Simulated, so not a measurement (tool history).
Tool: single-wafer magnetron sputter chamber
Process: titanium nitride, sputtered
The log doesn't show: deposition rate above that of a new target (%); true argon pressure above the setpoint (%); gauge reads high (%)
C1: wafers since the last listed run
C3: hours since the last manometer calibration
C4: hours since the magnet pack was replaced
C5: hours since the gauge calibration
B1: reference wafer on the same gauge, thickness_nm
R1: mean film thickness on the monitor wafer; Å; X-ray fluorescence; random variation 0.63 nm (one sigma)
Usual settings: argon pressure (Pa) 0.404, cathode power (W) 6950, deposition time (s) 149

{"run": 1, "hour": 0.0, "argon pressure (Pa)": 0.404, "cathode power (W)": 6950, "deposition time (s)": 149, "C1": 0, "wafers on the sputter target": 3001, "C3": 2381.5, "C4": 4065.8, "C5": 489.1, "B1": 173.994, "R1": 1882.84}
{"run": 2, "hour": 40.9, "argon pressure (Pa)": 0.404, "cathode power (W)": 6950, "deposition time (s)": 149, "C1": 299, "wafers on the sputter target": 3301, "C3": 2422.4, "C4": 4106.7, "C5": 530, "B1": 174.094, "R1": 1884.57}
{"run": 3, "hour": 60.8, "argon pressure (Pa)": 0.404, "cathode power (W)": 6950, "deposition time (s)": 171, "C1": 145, "wafers on the sputter target": 3446, "C3": 2442.3, "C4": 4126.6, "C5": 549.9, "B1": 173.979, "R1": 2157.22}
{"run": 4, "hour": 73.2, "argon pressure (Pa)": 0.404, "cathode power (W)": 6950, "deposition time (s)": 171, "C1": 90, "wafers on the sputter target": 3537, "C3": 2454.7, "C4": 4139, "C5": 562.3, "B1": 173.963, "R1": 2160.45}
{"run": 5, "hour": 105.6, "argon pressure (Pa)": 0.404, "cathode power (W)": 6950, "deposition time (s)": 171, "C1": 237, "wafers on the sputter target": 3774, "C3": 2487.1, "C4": 4171.4, "C5": 594.7, "B1": 173.879, "R1": 2146.96}
{"run": 6, "hour": 139.9, "argon pressure (Pa)": 0.33, "cathode power (W)": 6950, "deposition time (s)": 141, "C1": 251, "wafers on the sputter target": 4025, "C3": 2521.4, "C4": 4205.7, "C5": 629, "B1": 173.806, "R1": 1806.3}
{"hour": 149.7, "done": "sputter target and shields replaced"}
{"run": 7, "hour": 155.6, "argon pressure (Pa)": 0.33, "cathode power (W)": 6950, "deposition time (s)": 141, "C1": 56, "wafers on the sputter target": 43, "C3": 2537.1, "C4": 4221.4, "C5": 644.7, "B1": 173.989, "R1": 1899.38}
{"run": 8, "hour": 170.1, "argon pressure (Pa)": 0.33, "cathode power (W)": 6950, "deposition time (s)": 141, "C1": 106, "wafers on the sputter target": 149, "C3": 2551.6, "C4": 4235.9, "C5": 659.2, "B1": 174.102, "R1": 1903.37}
{"run": 9, "hour": 200.5, "argon pressure (Pa)": 0.404, "cathode power (W)": 6950, "deposition time (s)": 149, "C1": 222, "wafers on the sputter target": 371, "C3": 2582, "C4": 4266.3, "C5": 689.6, "B1": 174.121, "R1": 1955.47}
{"run": 10, "hour": 215.8, "argon pressure (Pa)": 0.404, "cathode power (W)": 6950, "deposition time (s)": 149, "C1": 111, "wafers on the sputter target": 483, "C3": 2597.3, "C4": 4281.6, "C5": 704.9, "B1": 173.856, "R1": 1948.71}
{"run": 11, "hour": 281.5, "argon pressure (Pa)": 0.531, "cathode power (W)": 6950, "deposition time (s)": 149, "C1": 480, "wafers on the sputter target": 964, "C3": 2663, "C4": 4347.3, "C5": 770.6, "B1": 174.082, "R1": 1852.78}
{"run": 12, "hour": 301.2, "argon pressure (Pa)": 0.531, "cathode power (W)": 6950, "deposition time (s)": 149, "C1": 144, "wafers on the sputter target": 1108, "C3": 2682.7, "C4": 4367, "C5": 790.3, "B1": 174.115, "R1": 1852.34}
{"run": 13, "hour": 328.7, "argon pressure (Pa)": 0.531, "cathode power (W)": 6950, "deposition time (s)": 149, "C1": 201, "wafers on the sputter target": 1310, "C3": 2710.2, "C4": 4394.5, "C5": 817.8, "B1": 174.054, "R1": 1850.85}
{"run": 14, "hour": 348.0, "argon pressure (Pa)": 0.437, "cathode power (W)": 6950, "deposition time (s)": 149, "C1": 141, "wafers on the sputter target": 1451, "C3": 2729.5, "C4": 4413.8, "C5": 837.1, "B1": 173.917, "R1": 1907.87}
{"run": 15, "hour": 364.5, "argon pressure (Pa)": 0.437, "cathode power (W)": 6950, "deposition time (s)": 149, "C1": 120, "wafers on the sputter target": 1572, "C3": 2746, "C4": 4430.3, "C5": 853.6, "B1": 173.904, "R1": 1902.5}
{"run": 16, "hour": 390.1, "argon pressure (Pa)": 0.437, "cathode power (W)": 6950, "deposition time (s)": 149, "C1": 187, "wafers on the sputter target": 1759, "C3": 2771.6, "C4": 4455.9, "C5": 879.2, "B1": 174.072, "R1": 1893.22}
{"run": 17, "hour": 417.1, "argon pressure (Pa)": 0.33, "cathode power (W)": 6950, "deposition time (s)": 126, "C1": 197, "wafers on the sputter target": 1957, "C3": 2798.6, "C4": 4482.9, "C5": 906.2, "B1": 173.98, "R1": 1658.28}

Forecast run 18:
{"hour": 425.1, "done": "capacitance manometer re-zeroed and calibrated"}
{"run": 18, "hour": 437.7, "argon pressure (Pa)": 0.25, "cathode power (W)": 5400, "deposition time (s)": 161, "C1": 92, "wafers on the sputter target": 2049, "C3": 12.6, "C4": 4503.5, "C5": 926.8, "B1": "?", "R1": "?"}

B1: 173.88
R1: 1697.37 Å
Without the tool's hidden state the same run would have given R1 1741.34 Å.
